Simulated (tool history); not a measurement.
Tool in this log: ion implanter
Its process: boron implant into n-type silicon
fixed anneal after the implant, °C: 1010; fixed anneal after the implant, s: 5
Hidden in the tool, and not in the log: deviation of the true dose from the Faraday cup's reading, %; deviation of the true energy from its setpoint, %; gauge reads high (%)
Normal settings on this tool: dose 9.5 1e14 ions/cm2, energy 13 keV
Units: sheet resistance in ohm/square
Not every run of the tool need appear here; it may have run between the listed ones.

run,hour,dose,energy,wafers since the last listed run,hours since the last dose calibration,hours since the extraction supply was calibrated,hours since the gauge calibration,"read-back reference wafer on the same gauge, sheet resistance",sheet resistance
1,0,9.5,13,0,175.2,1518.5,1575.2,111.96,130.02
2,74.2,9.5,13,1594,249.4,1592.7,1649.4,111.94,130.57
3,116.6,9.5,13,911,291.8,1635.1,1691.8,111.98,130.67
4,164.2,9.5,13,1023,339.4,1682.7,1739.4,112.08,130.37
5,229.7,9.5,13,1407,404.9,1748.2,1804.9,112.15,131.1
6,320.9,9.5,10,1960,496.1,1839.4,1896.1,111.97,138.64
7,426.2,9.5,10,2263,601.4,1944.7,2001.4,111.95,138.94
8,468.7,8.89,13,913,643.9,1987.2,2043.9,112.11,138.56
9,529.4,8.89,13,1304,704.6,2047.9,2104.6,112.04,138.6
10,784.9,8.89,13,5491,960.1,2303.4,2360.1,111.99,139.4
11,828.6,9.5,13,939,1003.8,2347.1,2403.8,112.05,132.41
# hour 861.8: gauge calibrated
12,882.4,9.5,13,1156,1057.6,2400.9,20.6,111.92,133.1
13,974.3,9.5,16,1975,1149.5,2492.8,112.5,111.87,128.96
14,1031.6,9.5,16,1231,1206.8,2550.1,169.8,112.1,129.83
15,1071.1,9.5,13,848,1246.3,2589.6,209.3,112.02,133.68
16,1153.9,9.5,13,1779,1329.1,2672.4,292.1,112.09,134.51
# hour 1182.3: Faraday cup replaced and dose calibrated
17,1224.8,9.5,13,1351,42.5,2743.3,363,111.95,132.09
18,1328.9,9.5,13,2237,146.6,2847.4,467.1,112.05,132.12
19,1384.2,8.7,16,1188,201.9,2902.7,522.4,112.01,136.86
20,1486.4,9.5,13,2196,304.1,3004.9,624.6,111.94,132.24
# hour 1509.5: extraction supply calibrated
21,1582.1,7.93,16,1884,399.8,72.6,720.3,112.01,148.56
22,1630.3,9.5,16.5,1035,448,120.8,768.5,112.07,127.33
23,1711.7,11,13,1749,529.4,202.2,849.9,112.11,120.18
24,1779.3,9.5,15.5,1452,597,269.8,917.5,112.07,129.74
25,1861.4,8.44,13,1764,679.1,351.9,999.6,111.94,146.08
26,1922.1,9.5,17.5,1304,739.8,412.6,1060.3,112,128.12
27,1970.6,9.5,17,1042,788.3,461.1,1108.8,112.03,128.52
28,2065.9,9.5,13,2048,883.6,556.4,1204.1,112.1,135.05
29,2153.3,12.01,16,1878,971,643.8,1291.5,112,109.79

Each row is a separate what-if for the run after 29, all from the same tool condition, not one after another. Results?
A,2153.7,7.36,13,8,971.4,644.2,1291.9,?,?
B,2153.7,12,13,8,971.4,644.2,1291.9,?,?
C,2153.7,9.5,11.5,8,971.4,644.2,1291.9,?,?
D,2153.7,8.25,9.5,8,971.4,644.2,1291.9,?,?
E,2153.7,10.51,9,8,971.4,644.2,1291.9,?,?

run,"read-back reference wafer on the same gauge, sheet resistance",sheet resistance
A,111.96,163.85
B,111.96,115.23
C,111.96,137.93
D,111.96,157.24
E,111.96,138.27
With the hidden condition removed and each run's random variation left untouched, the same runs would have given:
run,sheet resistance
A,157.84
B,112.05
C,133.69
D,152.53
E,135.06

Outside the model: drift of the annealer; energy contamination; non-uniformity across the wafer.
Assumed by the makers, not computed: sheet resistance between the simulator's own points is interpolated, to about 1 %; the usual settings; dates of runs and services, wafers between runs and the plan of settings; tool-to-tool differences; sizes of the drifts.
